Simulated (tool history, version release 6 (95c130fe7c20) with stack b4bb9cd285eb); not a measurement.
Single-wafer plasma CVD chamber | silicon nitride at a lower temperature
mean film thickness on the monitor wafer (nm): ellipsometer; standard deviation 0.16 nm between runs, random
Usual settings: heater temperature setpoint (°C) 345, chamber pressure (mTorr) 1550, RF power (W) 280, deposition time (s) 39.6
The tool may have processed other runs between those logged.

run,hour,heater temperature setpoint (°C),chamber pressure (mTorr),RF power (W),deposition time (s),wafers since the last listed run,hours since the last thermocouple change,hours since the last RF generator calibration,hours since the last manometer calibration,hours since the showerhead was replaced,hours since the gauge calibration,"read-back reference wafer on the same gauge, thickness_nm",mean film thickness on the monitor wafer (nm)
1,0,345,1550,280,39.6,0,1044.4,149.2,1382.3,6202.7,1453.4,43.653,45.002
# hour 62.3: capacitance manometer re-zeroed and calibrated
2,105.5,338,1550,280,39.6,3594,1149.9,254.7,43.2,6308.2,1558.9,43.817,45.404
# hour 190.5: showerhead replaced
3,196.3,345,1550,280,39.6,3052,1240.7,345.5,134,5.8,1649.7,43.828,45.302
4,278.8,338,1170,280,35.3,3041,1323.2,428,216.5,88.3,1732.2,43.886,37.235
5,324,345,1550,280,36.2,1666,1368.4,473.2,261.7,133.5,1777.4,43.967,41.406
6,386.6,345,1840,280,46.6,2308,1431,535.8,324.3,196.1,1840,44.014,56.271
# hour 437.7: thermocouple changed; heater temperature recalibrated
7,459.5,335,1870,280,39.6,2392,21.8,608.7,397.2,269,1912.9,44.011,47.938
8,549.7,345,1550,280,39.6,3325,112,698.9,487.4,359.2,2003.1,44.104,45.503
9,842.1,345,1550,280,42.9,10780,404.4,991.3,779.8,651.6,2295.5,44.418,49.221
10,941.8,345,1550,280,39.6,3675,504.1,1091,879.5,751.3,2395.2,44.387,45.798
11,992.5,345,1550,280,39.6,1869,554.8,1141.7,930.2,802,2445.9,44.455,45.822
12,1071.3,345,1270,280,44.3,2905,633.6,1220.5,1009,880.8,2524.7,44.397,48.096
13,1116.9,345,1550,280,39.6,1681,679.2,1266.1,1054.6,926.4,2570.3,44.557,45.77
14,1223.5,358,1550,260,32.6,3930,785.8,1372.7,1161.2,1033,2676.9,44.545,36.057
# hour 1234.7: RF generator calibrated
# hour 1238.7: gauge calibrated
15,1277.2,345,1550,255,39.6,1684,839.5,42.5,1214.9,1086.7,38.5,42.619,41.305
16,1317.3,345,1370,265,32.9,1478,879.6,82.6,1255,1126.8,78.6,42.618,33.91
17,1366.9,345,1550,280,35.8,1828,929.2,132.2,1304.6,1176.4,128.2,42.644,39.603
18,1441.6,345,1550,280,39.6,2754,1003.9,206.9,1379.3,1251.1,202.9,42.709,44.127
19,1535.3,335,1320,250,44.3,3454,1097.6,300.6,1473,1344.8,296.6,42.791,44.108
20,1628.1,345,1390,280,32.1,3421,1190.4,393.4,1565.8,1437.6,389.4,42.862,34.58
21,1719.7,345,1550,280,39.6,3377,1282,485,1657.4,1529.2,481,42.964,44.429
# hour 1738.7: capacitance manometer re-zeroed and calibrated
22,1779.5,345,1290,280,43,1909,1341.8,544.8,40.8,1589,540.8,43.067,45.189
23,1822.3,345,1550,280,39.6,1578,1384.6,587.6,83.6,1631.8,583.6,43.004,44.131
24,1876.6,332,1250,305,32.7,2002,1438.9,641.9,137.9,1686.1,637.9,43.035,36.38
# hour 1916.9: thermocouple changed; heater temperature recalibrated
25,1946.9,340,1930,265,45.8,2297,30,712.2,208.2,1756.4,708.2,43.058,53.144
26,2035.5,331,1550,260,33.6,3266,118.6,800.8,296.8,1845,796.8,43.121,36.281
27,2102.8,351,1190,310,44.1,2481,185.9,868.1,364.1,1912.3,864.1,43.204,48.638
28,2195.8,345,1550,280,39.6,3428,278.9,961.1,457.1,2005.3,957.1,43.365,44.47

Alternative continuations, all from the tool just after run 28; predict every row:
A,2196.2,345,1550,280,39.6,14,279.3,961.5,457.5,2005.7,957.5,?,?
B,2196.2,331,1550,315,36.1,14,279.3,961.5,457.5,2005.7,957.5,?,?
C,2196.2,345,1670,280,39.6,14,279.3,961.5,457.5,2005.7,957.5,?,?
D,2196.2,341,1880,280,34,14,279.3,961.5,457.5,2005.7,957.5,?,?

run,"read-back reference wafer on the same gauge, thickness_nm",mean film thickness on the monitor wafer (nm)
A,43.281,44.606
B,43.281,43.891
C,43.281,45.594
D,43.281,40.571
The same runs, with their run-to-run variation unchanged, on a tool lacking any hidden condition would have given:
run,mean film thickness on the monitor wafer (nm)
A,43.906
B,43.202
C,44.878
D,39.933
